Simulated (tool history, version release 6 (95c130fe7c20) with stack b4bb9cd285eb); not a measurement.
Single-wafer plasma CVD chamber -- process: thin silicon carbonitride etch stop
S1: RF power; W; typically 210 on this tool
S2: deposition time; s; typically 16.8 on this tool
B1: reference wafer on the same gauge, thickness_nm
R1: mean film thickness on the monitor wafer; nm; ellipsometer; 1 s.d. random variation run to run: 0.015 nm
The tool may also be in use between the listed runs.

run,hour,S1,S2,B1,R1
1,0,180,18.1,8.515,10.275
2,216.7,210,16.8,8.502,9.846
3,314.6,210,16.8,8.515,9.849
4,373.9,210,16.8,8.509,9.839
5,440,210,16.8,8.509,9.841
6,535,230,18.3,8.511,10.915
7,600.8,210,16.8,8.517,9.798
8,660.4,210,16.8,8.511,9.759
9,697.2,210,16.8,8.51,9.774
10,811.5,210,16.8,8.516,9.772
# hour 845.3: RF generator calibrated
11,912.8,210,19.4,8.513,11.444
12,991.2,210,16.8,8.511,9.905
# hour 1018.2: gauge calibrated
13,1046.7,210,16.8,8.508,9.912
14,1114.2,225,16.8,8.513,10.063
# hour 1148.4: thermocouple changed; heater temperature recalibrated
15,1216.4,230,14.6,8.51,8.785
16,1274,195,15.4,8.513,8.887
17,1378,185,14.7,8.511,8.353
18,1579.3,185,15.4,8.512,8.752
19,1632.9,210,16.8,8.507,9.797
20,1740.5,250,14.1,8.513,8.578
# hour 1883.5: RF generator calibrated
21,1930.1,210,16.8,8.513,9.91
22,2027.9,210,19.1,8.514,11.254
23,2135.6,210,16.8,8.511,9.894
24,2236.8,190,15,8.509,8.639
25,2292.9,210,16.8,8.509,9.86
26,2345.3,185,14.1,8.509,8.053
# hour 2417.5: showerhead replaced
27,2447.1,190,16.8,8.508,9.64
28,2524.6,210,16.8,8.513,9.837
29,2566,250,18.3,8.514,11.217
30,2669.4,210,16.8,8.506,9.828
31,2756.4,225,18.1,8.511,10.761
# hour 2780.6: thermocouple changed; heater temperature recalibrated
# hour 2816.8: RF generator calibrated
32,2980.6,195,15.7,8.512,9.073
33,3034,190,14.3,8.508,8.247
34,3117.6,170,19.5,8.511,10.937
35,3200.6,210,16.8,8.513,9.863
36,3262,210,16.8,8.508,9.891

The tool's hidden state at each run:
wafer temperature above the value expected at the setpoint (K): 0 in every run
gauge reads high (%): 0 in every run
H1: delivered RF power above the setpoint (%)
run,H1
1,-1.02
2,-2.02
3,-2.64
4,-3.07
5,-3.58
6,-4.41
7,-5.04
8,-5.65
9,-6.04
10,-7.36
11,-0.874
12,-0.964
13,-1.07
14,-1.24
15,-1.59
16,-1.83
17,-2.37
18,-3.73
19,-4.16
20,-5.13
21,-0.178
22,-0.278
23,-0.506
24,-0.833
25,-1.06
26,-1.3
27,-1.86
28,-2.36
29,-2.65
30,-3.46
31,-4.23
32,-0.612
33,-0.721
34,-0.952
35,-1.26
36,-1.53
